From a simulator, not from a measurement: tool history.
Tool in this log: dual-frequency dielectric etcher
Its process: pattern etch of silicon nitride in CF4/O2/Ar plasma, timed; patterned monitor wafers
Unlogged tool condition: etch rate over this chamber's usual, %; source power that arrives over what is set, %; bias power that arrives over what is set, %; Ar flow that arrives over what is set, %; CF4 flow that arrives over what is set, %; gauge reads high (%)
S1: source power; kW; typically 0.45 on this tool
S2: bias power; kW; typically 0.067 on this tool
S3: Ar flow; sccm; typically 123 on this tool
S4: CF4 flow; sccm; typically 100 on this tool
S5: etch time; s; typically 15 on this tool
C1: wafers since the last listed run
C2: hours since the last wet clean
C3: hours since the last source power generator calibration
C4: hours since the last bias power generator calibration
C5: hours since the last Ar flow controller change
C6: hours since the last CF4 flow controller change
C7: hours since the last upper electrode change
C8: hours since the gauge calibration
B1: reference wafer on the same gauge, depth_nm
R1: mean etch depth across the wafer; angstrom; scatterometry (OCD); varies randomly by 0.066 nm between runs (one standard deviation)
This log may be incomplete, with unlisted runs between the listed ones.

| run | day | S1 | S2 | S3 | S4 | S5 | C1 | C2 | C3 | C4 | C5 | C6 | C7 | C8 | B1 | R1 |
|---|---|---|---|---|---|---|---|---|---|---|---|---|---|---|---|---|
| 1 | 0 | 0.45 | 0.067 | 123 | 100 | 15 | 0 | 231 | 11.1 | 3938.8 | 1612.5 | 8.2 | 5132 | 392.4 | 25.5 | 288.8 |
|  | 0.338 | Ar flow controller replaced |
| 2 | 0.683 | 0.45 | 0.067 | 123 | 100 | 17.5 | 90 | 247.4 | 27.5 | 3955.2 | 8.3 | 24.6 | 5148.4 | 408.8 | 25.51 | 336.4 |
| 3 | 1.858 | 0.45 | 0.067 | 123 | 100 | 17.5 | 246 | 275.6 | 55.7 | 3983.4 | 36.5 | 52.8 | 5176.6 | 437 | 25.51 | 337.5 |
| 4 | 2.388 | 0.45 | 0.067 | 123 | 100 | 17.5 | 111 | 288.3 | 68.4 | 3996.1 | 49.2 | 65.5 | 5189.3 | 449.7 | 25.51 | 337 |
|  | 2.608 | gauge calibrated |
| 5 | 3.8 | 0.45 | 0.067 | 123 | 100 | 15 | 296 | 322.2 | 102.3 | 4030 | 83.1 | 99.4 | 5223.2 | 28.6 | 25.5 | 287.5 |
| 6 | 4.421 | 0.45 | 0.067 | 123 | 100 | 15 | 130 | 337.1 | 117.2 | 4044.9 | 98 | 114.3 | 5238.1 | 43.5 | 25.5 | 289.2 |
| 7 | 5.404 | 0.41 | 0.055 | 123 | 100 | 15 | 206 | 360.7 | 140.8 | 4068.5 | 121.6 | 137.9 | 5261.7 | 67.1 | 25.5 | 243.4 |
| 8 | 6.096 | 0.4 | 0.056 | 123 | 100 | 15 | 145 | 377.3 | 157.4 | 4085.1 | 138.2 | 154.5 | 5278.3 | 83.7 | 25.5 | 240.1 |
|  | 7.262 | upper electrode replaced |
| 9 | 7.283 | 0.45 | 0.067 | 123 | 100 | 15 | 39 | 405.8 | 185.9 | 4113.6 | 166.7 | 183 | 0.5 | 112.2 | 25.49 | 288.8 |
| 10 | 8.325 | 0.48 | 0.067 | 123 | 100 | 18.5 | 218 | 430.8 | 210.9 | 4138.6 | 191.7 | 208 | 25.5 | 137.2 | 25.51 | 378.5 |
| 11 | 9.229 | 0.45 | 0.067 | 123 | 100 | 15 | 189 | 452.5 | 232.6 | 4160.3 | 213.4 | 229.7 | 47.2 | 158.9 | 25.49 | 288.5 |
|  | 11.238 | bias power generator calibrated |
| 12 | 11.258 | 0.45 | 0.052 | 149 | 80 | 15 | 390 | 501.2 | 281.3 | 0.5 | 262.1 | 278.4 | 95.9 | 207.6 | 25.5 | 243.9 |
| 13 | 12.083 | 0.5 | 0.073 | 123 | 91 | 14 | 173 | 521 | 301.1 | 20.3 | 281.9 | 298.2 | 115.7 | 227.4 | 25.5 | 303.9 |
|  | 13.129 | wet clean of the chamber |
| 14 | 13.562 | 0.45 | 0.067 | 123 | 100 | 15 | 100 | 10.4 | 336.6 | 55.8 | 317.4 | 333.7 | 151.2 | 262.9 | 25.5 | 282.5 |
| 15 | 14.417 | 0.45 | 0.067 | 123 | 100 | 13.5 | 179 | 30.9 | 357.1 | 76.3 | 337.9 | 354.2 | 171.7 | 283.4 | 25.5 | 255.1 |
| 16 | 15.279 | 0.45 | 0.067 | 123 | 92 | 10.5 | 180 | 51.6 | 377.8 | 97 | 358.6 | 374.9 | 192.4 | 304.1 | 25.5 | 196.5 |
| 17 | 16.633 | 0.45 | 0.067 | 123 | 111 | 15 | 284 | 84.1 | 410.3 | 129.5 | 391.1 | 407.4 | 224.9 | 336.6 | 25.5 | 284.3 |
| 18 | 17.354 | 0.45 | 0.067 | 153 | 84 | 19.5 | 151 | 101.4 | 427.6 | 146.8 | 408.4 | 424.7 | 242.2 | 353.9 | 25.5 | 350.3 |
| 19 | 18.458 | 0.45 | 0.067 | 123 | 100 | 15 | 231 | 127.9 | 454.1 | 173.3 | 434.9 | 451.2 | 268.7 | 380.4 | 25.5 | 282.4 |
| 20 | 19.638 | 0.45 | 0.067 | 123 | 100 | 15 | 247 | 156.2 | 482.4 | 201.6 | 463.2 | 479.5 | 297 | 408.7 | 25.5 | 283.1 |
| 21 | 20.575 | 0.45 | 0.056 | 123 | 100 | 17.5 | 196 | 178.7 | 504.9 | 224.1 | 485.7 | 502 | 319.5 | 431.2 | 25.49 | 305.5 |

4 options for the next run, each taken on its own from the tool as it stands now. Forecast them:
| A | 20.592 | 0.45 | 0.067 | 102 | 100 | 15 | 3 | 179.1 | 505.3 | 224.5 | 486.1 | 502.4 | 319.9 | 431.6 | ? | ? |
| B | 20.592 | 0.45 | 0.067 | 123 | 79 | 15 | 3 | 179.1 | 505.3 | 224.5 | 486.1 | 502.4 | 319.9 | 431.6 | ? | ? |
| C | 20.592 | 0.38 | 0.059 | 123 | 100 | 15 | 3 | 179.1 | 505.3 | 224.5 | 486.1 | 502.4 | 319.9 | 431.6 | ? | ? |
| D | 20.592 | 0.45 | 0.067 | 123 | 119 | 15 | 3 | 179.1 | 505.3 | 224.5 | 486.1 | 502.4 | 319.9 | 431.6 | ? | ? |

| run | B1 | R1 |
|---|---|---|
| A | 25.49 | 290.4 |
| B | 25.49 | 277 |
| C | 25.49 | 229.2 |
| D | 25.49 | 286.4 |
Without the tool's unlogged condition, the same runs would have read:
| run | R1 |
|---|---|
| A | 292.8 |
| B | 279.3 |
| C | 231.1 |
| D | 288.8 |
